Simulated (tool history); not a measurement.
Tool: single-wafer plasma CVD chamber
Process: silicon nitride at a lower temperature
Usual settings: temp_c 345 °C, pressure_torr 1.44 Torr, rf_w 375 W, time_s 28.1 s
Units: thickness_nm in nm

run   hour  temp_c  pressure_torr  rf_w  time_s  wafers since the last listed run  hours since the last thermocouple change  hours since the last RF generator calibration  hours since the last manometer calibration  hours since the showerhead was replaced  hours since the gauge calibration  read-back reference wafer on the same gauge, thickness_nm  thickness_nm
  1    0.0     345           1.24   375    32.1                                 0                                    1128.1                                          963.3                                      1110.0                                   4052.4                              187.2                                                     29.503        39.459
       8.3  -- thermocouple changed; heater temperature recalibrated
  2   35.3     345           1.24   375    32.1                               704                                      27.0                                          998.6                                      1145.3                                   4087.7                              222.5                                                     29.515        39.616
  3   56.1     345           1.44   375    28.1                               536                                      47.8                                         1019.4                                      1166.1                                   4108.5                              243.3                                                     29.505        36.293
      77.6  -- showerhead replaced
  4   78.1     345           1.44   375    28.1                               361                                      69.8                                         1041.4                                      1188.1                                      0.5                              265.3                                                     29.507        36.237
  5   91.3     345           1.44   375    28.1                               340                                      83.0                                         1054.6                                      1201.3                                     13.7                              278.5                                                     29.499        36.218
  6  125.1     345           1.44   375    28.1                               872                                     116.8                                         1088.4                                      1235.1                                     47.5                              312.3                                                     29.506        36.461
  7  138.6     345           1.44   375    28.1                               348                                     130.3                                         1101.9                                      1248.6                                     61.0                              325.8                                                     29.487        36.377
  8  154.2     345           1.44   375    28.1                               402                                     145.9                                         1117.5                                      1264.2                                     76.6                              341.4                                                     29.489        36.309
  9  179.4     345           1.25   375    28.1                               650                                     171.1                                         1142.7                                      1289.4                                    101.8                              366.6                                                     29.494        34.808
     189.6  -- capacitance manometer re-zeroed and calibrated
 10  195.3     345           1.44   350    28.1                               203                                     187.0                                         1158.6                                         5.7                                    117.7                              382.5                                                     29.509        35.881
 11  216.9     345           1.44   375    28.1                               557                                     208.6                                         1180.2                                        27.3                                    139.3                              404.1                                                     29.503        36.907
 12  230.9     345           1.76   375    28.1                               361                                     222.6                                         1194.2                                        41.3                                    153.3                              418.1                                                     29.499        38.679
 13  246.2     331           1.11   345    26.1                               394                                     237.9                                         1209.5                                        56.6                                    168.6                              433.4                                                     29.498        30.751
 14  277.6     345           1.44   375    28.1                               810                                     269.3                                         1240.9                                        88.0                                    200.0                              464.8                                                     29.509        36.853
 15  293.8     345           1.17   435    33.4                               418                                     285.5                                         1257.1                                       104.2                                    216.2                              481.0                                                     29.486        43.729
     334.6  -- capacitance manometer re-zeroed and calibrated, repeated, since the last time left the tool worse
 16  335.1     345           1.44   375    28.1                               859                                     326.8                                         1298.4                                         0.5                                    257.5                              522.3                                                     29.501        35.602
 17  342.2     345           1.44   375    28.1                               183                                     333.9                                         1305.5                                         7.6                                    264.6                              529.4                                                     29.499        35.716
     361.7  -- RF generator calibrated
 18  362.2     345           1.71   340    30.0                               309                                     353.9                                            0.5                                        27.6                                    284.6                              549.4                                                     29.487        38.577
 19  377.4     354           1.44   400    24.9                               392                                     369.1                                           15.7                                        42.8                                    299.8                              564.6                                                     29.503        32.553
     412.0  -- gauge calibrated
 20  412.8     345           1.44   375    28.1                               913                                     404.5                                           51.1                                        78.2                                    335.2                                0.8                                                     29.505        35.655
 21  428.3     345           1.44   375    28.1                               400                                     420.0                                           66.6                                        93.7                                    350.7                               16.3                                                     29.492        35.816
 22  441.4     354           1.20   400    28.1                               338                                     433.1                                           79.7                                       106.8                                    363.8                               29.4                                                     29.520        34.568
 23  470.5     345           1.67   310    23.1                               751                                     462.2                                          108.8                                       135.9                                    392.9                               58.5                                                     29.507        28.538
 24  492.4     359           1.28   375    24.9                               565                                     484.1                                          130.7                                       157.8                                    414.8                               80.4                                                     29.505        30.474
 25  522.5     345           1.22   375    30.3                               776                                     514.2                                          160.8                                       187.9                                    444.9                              110.5                                                     29.493        36.671
 26  599.5     358           1.44   375    28.1                              1987                                     591.2                                          237.8                                       264.9                                    521.9                              187.5                                                     29.502        35.538
 27  628.0     351           1.44   355    28.1                               735                                     619.7                                          266.3                                       293.4                                    550.4                              216.0                                                     29.490        35.107
 28  644.0     352           1.28   375    32.1                               413                                     635.7                                          282.3                                       309.4                                    566.4                              232.0                                                     29.498        39.239

The same runs without the tool's hidden state, with the same run-to-run variation:
The hidden state here: wafer temperature above the value expected at the setpoint (K); delivered RF power above the setpoint (%); true pressure above the setpoint (%); gauge reads high (%).
run  thickness_nm
  1        38.968
  2        39.109
  3        35.833
  4        35.770
  5        35.747
  6        35.974
  7        35.887
  8        35.814
  9        34.310
 10        34.941
 11        35.933
 12        37.686
 13        29.880
 14        35.860
 15        42.501
 16        35.635
 17        35.746
 18        38.600
 19        32.568
 20        35.657
 21        35.813
 22        34.560
 23        28.523
 24        30.450
 25        36.630
 26        35.470
 27        35.029
 28        39.143
